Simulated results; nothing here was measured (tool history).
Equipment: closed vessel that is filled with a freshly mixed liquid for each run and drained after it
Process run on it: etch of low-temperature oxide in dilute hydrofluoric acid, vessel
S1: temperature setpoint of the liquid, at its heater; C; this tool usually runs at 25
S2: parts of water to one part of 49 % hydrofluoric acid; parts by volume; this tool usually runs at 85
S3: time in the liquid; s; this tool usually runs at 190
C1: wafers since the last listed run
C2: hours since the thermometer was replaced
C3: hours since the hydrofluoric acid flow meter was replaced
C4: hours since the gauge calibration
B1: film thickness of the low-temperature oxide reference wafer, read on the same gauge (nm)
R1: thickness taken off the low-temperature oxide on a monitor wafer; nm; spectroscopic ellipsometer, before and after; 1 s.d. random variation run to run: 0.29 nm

run 1 hour=0 | S1=28 S2=85 S3=110 | C1=0 C2=1422.5 C3=1858.2 C4=135.8 | B1=40 | R1=22.45
run 2 hour=19.8 | S1=25 S2=100 S3=190 | C1=2494 C2=1442.3 C3=1878 C4=155.6 | B1=39.96 | R1=28.97
run 3 hour=51.4 | S1=25 S2=100 S3=190 | C1=3980 C2=1473.9 C3=1909.6 C4=187.2 | B1=40.05 | R1=29.17
run 4 hour=68.7 | S1=25 S2=85 S3=190 | C1=2179 C2=1491.2 C3=1926.9 C4=204.5 | B1=39.99 | R1=34.23
run 5 hour=93.9 | S1=25 S2=85 S3=190 | C1=3174 C2=1516.4 C3=1952.1 C4=229.7 | B1=40.03 | R1=34.74
run 6 hour=111.6 | S1=25 S2=85 S3=190 | C1=2229 C2=1534.1 C3=1969.8 C4=247.4 | B1=39.98 | R1=35.07
run 7 hour=144.2 | S1=25 S2=85 S3=190 | C1=4106 C2=1566.7 C3=2002.4 C4=280 | B1=40.01 | R1=34.6
run 8 hour=164.2 | S1=25 S2=85 S3=190 | C1=2519 C2=1586.7 C3=2022.4 C4=300 | B1=39.98 | R1=35.04
run 9 hour=188.6 | S1=25 S2=85 S3=190 | C1=3073 C2=1611.1 C3=2046.8 C4=324.4 | B1=40.04 | R1=34.78
run 10 hour=205.2 | S1=25 S2=85 S3=190 | C1=2091 C2=1627.7 C3=2063.4 C4=341 | B1=40.02 | R1=35.03
run 11 hour=220.6 | S1=26 S2=85 S3=190 | C1=1939 C2=1643.1 C3=2078.8 C4=356.4 | B1=40 | R1=36.36
-- hour=230.8 hydrofluoric acid flow meter replaced
-- hour=245.8 thermometer replaced
run 12 hour=256.5 | S1=21 S2=65 S3=255 | C1=4270 C2=10.7 C3=25.7 C4=392.3 | B1=40.01 | R1=52.17
run 13 hour=287 | S1=25 S2=85 S3=280 | C1=3841 C2=41.2 C3=56.2 C4=422.8 | B1=39.96 | R1=50.6
run 14 hour=309.6 | S1=25 S2=85 S3=190 | C1=2846 C2=63.8 C3=78.8 C4=445.4 | B1=39.98 | R1=35.07
run 15 hour=324.3 | S1=25 S2=60 S3=130 | C1=1851 C2=78.5 C3=93.5 C4=460.1 | B1=39.96 | R1=34.7
run 16 hour=353.9 | S1=25 S2=85 S3=115 | C1=3728 C2=108.1 C3=123.1 C4=489.7 | B1=40.06 | R1=21.16
run 17 hour=386.2 | S1=23.5 S2=100 S3=190 | C1=4068 C2=140.4 C3=155.4 C4=522 | B1=39.98 | R1=27.31
run 18 hour=417.9 | S1=21 S2=85 S3=230 | C1=3993 C2=172.1 C3=187.1 C4=553.7 | B1=39.97 | R1=36.33
-- hour=496.1 gauge calibrated
run 19 hour=511.8 | S1=30 S2=120 S3=190 | C1=11828 C2=266 C3=281 C4=15.7 | B1=40.01 | R1=28.5
run 20 hour=532 | S1=25 S2=85 S3=190 | C1=2544 C2=286.2 C3=301.2 C4=35.9 | B1=40.02 | R1=35.22
run 21 hour=565.2 | S1=21 S2=95 S3=80 | C1=4182 C2=319.4 C3=334.4 C4=69.1 | B1=40.01 | R1=11.09
run 22 hour=590.8 | S1=25 S2=55 S3=190 | C1=3224 C2=345 C3=360 C4=94.7 | B1=39.96 | R1=56
run 23 hour=622.5 | S1=25 S2=75 S3=190 | C1=3993 C2=376.7 C3=391.7 C4=126.4 | B1=39.98 | R1=39.69

Hidden state at the last listed run before each entry between runs and at the first one after, where it differs:
In the gap between runs 11 and 12: hydrofluoric acid flow meter replaced (hour 230.8); thermometer replaced (hour 245.8)
  both runs share identical hidden conditions
In the gap between runs 18 and 19: gauge calibrated (hour 496.1)
  both runs share identical hidden conditions
